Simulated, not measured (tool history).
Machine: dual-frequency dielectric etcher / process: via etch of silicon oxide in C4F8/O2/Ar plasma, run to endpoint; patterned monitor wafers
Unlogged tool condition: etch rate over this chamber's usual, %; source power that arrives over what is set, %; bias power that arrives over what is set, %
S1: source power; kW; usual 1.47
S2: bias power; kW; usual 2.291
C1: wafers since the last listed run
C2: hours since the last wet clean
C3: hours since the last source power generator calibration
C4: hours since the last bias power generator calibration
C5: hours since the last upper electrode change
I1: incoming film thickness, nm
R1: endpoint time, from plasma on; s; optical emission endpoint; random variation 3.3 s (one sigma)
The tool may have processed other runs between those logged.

{"run": 1, "hour": 0.0, "S1": 1.47, "S2": 1.877, "C1": 0, "C2": 103.9, "C3": 1773.1, "C4": 1698.4, "C5": 3875.1, "I1": 2026.9, "R1": 474.8}
{"run": 2, "hour": 106.9, "S1": 1.47, "S2": 2.291, "C1": 480, "C2": 210.8, "C3": 1880, "C4": 1805.3, "C5": 3982, "I1": 1994.1, "R1": 443.4}
{"run": 3, "hour": 199.2, "S1": 1.47, "S2": 2.291, "C1": 414, "C2": 303.1, "C3": 1972.3, "C4": 1897.6, "C5": 4074.3, "I1": 2024, "R1": 446.2}
{"run": 4, "hour": 280.1, "S1": 1.47, "S2": 2.099, "C1": 363, "C2": 384, "C3": 2053.2, "C4": 1978.5, "C5": 4155.2, "I1": 2023.8, "R1": 455.5}
{"run": 5, "hour": 337.3, "S1": 1.47, "S2": 2.099, "C1": 256, "C2": 441.2, "C3": 2110.4, "C4": 2035.7, "C5": 4212.4, "I1": 2033.8, "R1": 459}
{"run": 6, "hour": 388.6, "S1": 1.47, "S2": 2.099, "C1": 230, "C2": 492.5, "C3": 2161.7, "C4": 2087, "C5": 4263.7, "I1": 2005.5, "R1": 451.6}
{"hour": 492.9, "done": "wet clean of the chamber"}
{"run": 7, "hour": 493.4, "S1": 1.23, "S2": 1.899, "C1": 362, "C2": 0.5, "C3": 2266.5, "C4": 2191.8, "C5": 4368.5, "I1": 2004.9, "R1": 489.9}
{"run": 8, "hour": 571.1, "S1": 1.23, "S2": 1.899, "C1": 348, "C2": 78.2, "C3": 2344.2, "C4": 2269.5, "C5": 4446.2, "I1": 2044.2, "R1": 500.5}
{"run": 9, "hour": 613.2, "S1": 1.23, "S2": 1.899, "C1": 189, "C2": 120.3, "C3": 2386.3, "C4": 2311.6, "C5": 4488.3, "I1": 2031.4, "R1": 495.5}
{"run": 10, "hour": 688.6, "S1": 1.47, "S2": 2.291, "C1": 338, "C2": 195.7, "C3": 2461.7, "C4": 2387, "C5": 4563.7, "I1": 2019.9, "R1": 450.9}
{"run": 11, "hour": 734.0, "S1": 1.47, "S2": 2.291, "C1": 203, "C2": 241.1, "C3": 2507.1, "C4": 2432.4, "C5": 4609.1, "I1": 2026.6, "R1": 446.1}
{"run": 12, "hour": 792.3, "S1": 1.47, "S2": 2.291, "C1": 261, "C2": 299.4, "C3": 2565.4, "C4": 2490.7, "C5": 4667.4, "I1": 2039.7, "R1": 450.6}
{"run": 13, "hour": 859.7, "S1": 1.47, "S2": 2.291, "C1": 302, "C2": 366.8, "C3": 2632.8, "C4": 2558.1, "C5": 4734.8, "I1": 2031.9, "R1": 448.7}
{"hour": 889.6, "done": "source power generator calibrated"}
{"run": 14, "hour": 928.4, "S1": 1.47, "S2": 2.291, "C1": 290, "C2": 435.5, "C3": 38.8, "C4": 2626.8, "C5": 4803.5, "I1": 2004.3, "R1": 449.1}
{"run": 15, "hour": 969.8, "S1": 1.65, "S2": 2.291, "C1": 185, "C2": 476.9, "C3": 80.2, "C4": 2668.2, "C5": 4844.9, "I1": 2029.8, "R1": 437.1}
{"run": 16, "hour": 1045.4, "S1": 1.36, "S2": 2.291, "C1": 339, "C2": 552.5, "C3": 155.8, "C4": 2743.8, "C5": 4920.5, "I1": 2048.1, "R1": 467.7}
{"run": 17, "hour": 1092.9, "S1": 1.47, "S2": 2.115, "C1": 213, "C2": 600, "C3": 203.3, "C4": 2791.3, "C5": 4968, "I1": 2015, "R1": 455.8}
{"hour": 1141.3, "done": "wet clean of the chamber"}
{"hour": 1148.8, "done": "upper electrode replaced"}
{"run": 18, "hour": 1169.1, "S1": 1.28, "S2": 2.601, "C1": 200, "C2": 27.8, "C3": 279.5, "C4": 2867.5, "C5": 20.3, "I1": 2014.2, "R1": 444.1}
{"run": 19, "hour": 1275.0, "S1": 1.61, "S2": 2.847, "C1": 475, "C2": 133.7, "C3": 385.4, "C4": 2973.4, "C5": 126.2, "I1": 2059.3, "R1": 419.4}
{"run": 20, "hour": 1344.6, "S1": 1.47, "S2": 2.291, "C1": 312, "C2": 203.3, "C3": 455, "C4": 3043, "C5": 195.8, "I1": 2024.8, "R1": 447.8}
{"run": 21, "hour": 1435.2, "S1": 1.36, "S2": 2.291, "C1": 406, "C2": 293.9, "C3": 545.6, "C4": 3133.6, "C5": 286.4, "I1": 2018.4, "R1": 453.9}
{"run": 22, "hour": 1494.1, "S1": 1.47, "S2": 2.291, "C1": 264, "C2": 352.8, "C3": 604.5, "C4": 3192.5, "C5": 345.3, "I1": 2021, "R1": 448.6}
{"run": 23, "hour": 1590.0, "S1": 1.47, "S2": 2.102, "C1": 430, "C2": 448.7, "C3": 700.4, "C4": 3288.4, "C5": 441.2, "I1": 2041.4, "R1": 466.8}
{"hour": 1670.7, "done": "wet clean of the chamber"}
{"run": 24, "hour": 1671.2, "S1": 1.72, "S2": 1.748, "C1": 256, "C2": 0.5, "C3": 781.6, "C4": 3369.6, "C5": 522.4, "I1": 2032.1, "R1": 467.5}
{"run": 25, "hour": 1721.0, "S1": 1.71, "S2": 2.136, "C1": 223, "C2": 50.3, "C3": 831.4, "C4": 3419.4, "C5": 572.2, "I1": 2022.3, "R1": 435.7}
{"run": 26, "hour": 1800.6, "S1": 1.69, "S2": 1.756, "C1": 357, "C2": 129.9, "C3": 911, "C4": 3499, "C5": 651.8, "I1": 2036.2, "R1": 467.8}
{"run": 27, "hour": 1869.5, "S1": 1.17, "S2": 1.947, "C1": 309, "C2": 198.8, "C3": 979.9, "C4": 3567.9, "C5": 720.7, "I1": 2043.8, "R1": 498}
{"hour": 1880.8, "done": "bias power generator calibrated"}
{"run": 28, "hour": 1947.8, "S1": 1.14, "S2": 2.291, "C1": 333, "C2": 277.1, "C3": 1058.2, "C4": 67, "C5": 799, "I1": 2010.8, "R1": 482.1}
{"run": 29, "hour": 2041.9, "S1": 1.47, "S2": 1.933, "C1": 422, "C2": 371.2, "C3": 1152.3, "C4": 161.1, "C5": 893.1, "I1": 2032.8, "R1": 468.2}
{"run": 30, "hour": 2139.8, "S1": 1.26, "S2": 2.468, "C1": 439, "C2": 469.1, "C3": 1250.2, "C4": 259, "C5": 991, "I1": 2017.9, "R1": 457.3}
{"hour": 2216.2, "done": "wet clean of the chamber"}
{"run": 31, "hour": 2216.7, "S1": 1.47, "S2": 2.291, "C1": 237, "C2": 0.5, "C3": 1327.1, "C4": 335.9, "C5": 1067.9, "I1": 2019, "R1": 447.1}
{"run": 32, "hour": 2299.3, "S1": 1.3, "S2": 2.689, "C1": 370, "C2": 83.1, "C3": 1409.7, "C4": 418.5, "C5": 1150.5, "I1": 2058.9, "R1": 447.1}
{"run": 33, "hour": 2385.8, "S1": 1.71, "S2": 2.291, "C1": 388, "C2": 169.6, "C3": 1496.2, "C4": 505, "C5": 1237, "I1": 2015.8, "R1": 424.1}
{"run": 34, "hour": 2422.5, "S1": 1.8, "S2": 2.8, "C1": 164, "C2": 206.3, "C3": 1532.9, "C4": 541.7, "C5": 1273.7, "I1": 2026.6, "R1": 395.3}
{"run": 35, "hour": 2517.8, "S1": 1.11, "S2": 1.8, "C1": 427, "C2": 301.6, "C3": 1628.2, "C4": 637, "C5": 1369, "I1": 2026.8, "R1": 521.5}

Here are 4 independent what-if runs from the current tool condition. What would each one return?
{"run": "A", "hour": 2518.3, "S1": 1.47, "S2": 2.291, "C1": 2, "C2": 302.1, "C3": 1628.7, "C4": 637.5, "C5": 1369.5, "I1": 2035.9, "R1": "?"}
{"run": "B", "hour": 2518.3, "S1": 1.84, "S2": 2.575, "C1": 2, "C2": 302.1, "C3": 1628.7, "C4": 637.5, "C5": 1369.5, "I1": 2035.9, "R1": "?"}
{"run": "C", "hour": 2518.3, "S1": 1.47, "S2": 1.76, "C1": 2, "C2": 302.1, "C3": 1628.7, "C4": 637.5, "C5": 1369.5, "I1": 2035.9, "R1": "?"}
{"run": "D", "hour": 2518.3, "S1": 1.38, "S2": 2.572, "C1": 2, "C2": 302.1, "C3": 1628.7, "C4": 637.5, "C5": 1369.5, "I1": 2035.9, "R1": "?"}

run=A R1=451.8
run=B R1=410.2
run=C R1=483.1
run=D R1=445.7
Stripped of hidden state, with their random variation kept, the same runs would have yielded:
run=A R1=451.8
run=B R1=410.2
run=C R1=483.1
run=D R1=445.7
